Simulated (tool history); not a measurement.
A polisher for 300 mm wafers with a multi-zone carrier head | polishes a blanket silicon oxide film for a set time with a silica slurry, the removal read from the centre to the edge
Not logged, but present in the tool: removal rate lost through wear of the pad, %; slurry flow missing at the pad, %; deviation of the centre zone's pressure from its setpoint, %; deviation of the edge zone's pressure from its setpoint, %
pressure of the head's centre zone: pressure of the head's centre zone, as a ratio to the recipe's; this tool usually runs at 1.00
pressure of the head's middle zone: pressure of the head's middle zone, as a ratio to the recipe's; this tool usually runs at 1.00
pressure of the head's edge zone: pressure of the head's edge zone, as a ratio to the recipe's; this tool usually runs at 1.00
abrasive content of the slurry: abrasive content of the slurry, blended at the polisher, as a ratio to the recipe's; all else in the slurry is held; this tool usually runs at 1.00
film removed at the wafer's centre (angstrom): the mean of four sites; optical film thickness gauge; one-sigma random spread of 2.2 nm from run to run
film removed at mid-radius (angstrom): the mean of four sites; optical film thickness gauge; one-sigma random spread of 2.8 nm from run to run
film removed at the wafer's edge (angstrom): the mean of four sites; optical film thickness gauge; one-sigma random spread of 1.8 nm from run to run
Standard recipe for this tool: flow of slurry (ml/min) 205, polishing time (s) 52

run	hour	flow of slurry (ml/min)	pressure of the head's centre zone	pressure of the head's middle zone	pressure of the head's edge zone	abrasive content of the slurry	polishing time (s)	wafers since the last listed run	wafers polished on this pad	hours since the slurry nozzle was cleaned	hours since the centre zone pressure was calibrated	hours since the edge zone pressure was calibrated	hours since the carrier head's membrane was replaced	incoming thickness of the incoming film, nm	film removed at the wafer's centre (angstrom)	film removed at mid-radius (angstrom)	film removed at the wafer's edge (angstrom)
1	0.0	235	1.00	1.00	1.00	1.00	52	0	2051	426.0	267.6	239.7	406.0	1703.5	1923	1913	1923
2	66.5	205	0.90	1.00	1.00	1.30	52	471	2522	492.5	334.1	306.2	472.5	1735.6	2050	2201	2214
# hour 89.5: carrier head's membrane replaced by a new one
3	123.9	205	1.00	1.00	1.06	1.00	52	371	2894	549.9	391.5	363.6	34.4	1696.6	1890	1885	1927
4	173.8	265	1.08	1.00	0.94	1.00	52	353	3248	599.8	441.4	413.5	84.3	1721.1	2027	1963	1889
# hour 180.6: worn pad replaced by a new one
5	229.9	205	1.00	1.00	1.00	1.00	52	369	349	655.9	497.5	469.6	140.4	1737.1	1912	1855	1916
6	256.4	145	1.00	1.00	1.06	0.90	52	187	537	682.4	524.0	496.1	166.9	1710.8	1701	1700	1763
7	282.5	150	1.00	1.00	1.11	0.75	65	185	722	708.5	550.1	522.2	193.0	1712.4	1833	1883	1964
8	320.2	145	1.11	1.11	1.00	1.00	52	267	989	746.2	587.8	559.9	230.7	1715.9	1864	1991	1802
9	370.5	205	1.00	1.03	1.00	1.00	39	356	1346	796.5	638.1	610.2	281.0	1716.5	1412	1454	1433
10	406.5	240	1.00	1.00	1.00	0.90	52	255	1601	832.5	674.1	646.2	317.0	1749.1	1789	1841	1813
11	473.1	205	1.00	1.07	1.09	1.00	44	472	2073	899.1	740.7	712.8	383.6	1725.6	1550	1688	1681
12	521.7	165	0.93	1.00	1.00	1.00	42	344	2417	947.7	789.3	761.4	432.2	1727.8	1421	1473	1489
# hour 531.0: edge zone pressure recalibrated
13	559.7	250	1.00	1.00	1.11	1.00	52	255	2673	985.7	827.3	28.7	470.2	1732.0	1942	1956	2043
# hour 582.8: carrier head's membrane replaced by a new one
# hour 587.4: slurry nozzle cleaned
14	616.7	205	0.96	1.00	1.12	1.00	52	361	3034	29.3	884.3	85.7	33.9	1719.7	1819	1902	1996
15	646.4	135	1.00	1.00	1.00	1.00	52	210	3245	59.0	914.0	115.4	63.6	1735.6	1761	1780	1807
# hour 663.1: worn pad replaced by a new one
# hour 693.7: centre zone pressure recalibrated
16	697.1	205	1.00	1.00	0.91	1.00	52	316	226	109.7	3.4	166.1	114.3	1700.6	1829	1898	1815
17	755.2	205	1.00	1.00	1.00	1.00	52	411	638	167.8	61.5	224.2	172.4	1703.5	1881	1866	1890
18	797.3	155	1.11	1.00	0.95	1.20	52	298	936	209.9	103.6	266.3	214.5	1731.0	2141	2045	2014
19	850.4	230	0.89	1.00	1.09	1.10	52	376	1313	263.0	156.7	319.4	267.6	1745.1	1884	2039	2163

Expected results for the next run?
20	921.7	205	1.00	1.00	1.00	1.00	52	505	1818	334.3	228.0	390.7	338.9	1715.9	?	?	?

Logged for run 20: film removed at the wafer's centre (angstrom) 1878, film removed at mid-radius (angstrom) 1836, film removed at the wafer's edge (angstrom) 1915.
The same run, on a tool lacking any hidden state, would have yielded film removed at the wafer's centre (angstrom) 1878, film removed at mid-radius (angstrom) 1836, film removed at the wafer's edge (angstrom) 1915.

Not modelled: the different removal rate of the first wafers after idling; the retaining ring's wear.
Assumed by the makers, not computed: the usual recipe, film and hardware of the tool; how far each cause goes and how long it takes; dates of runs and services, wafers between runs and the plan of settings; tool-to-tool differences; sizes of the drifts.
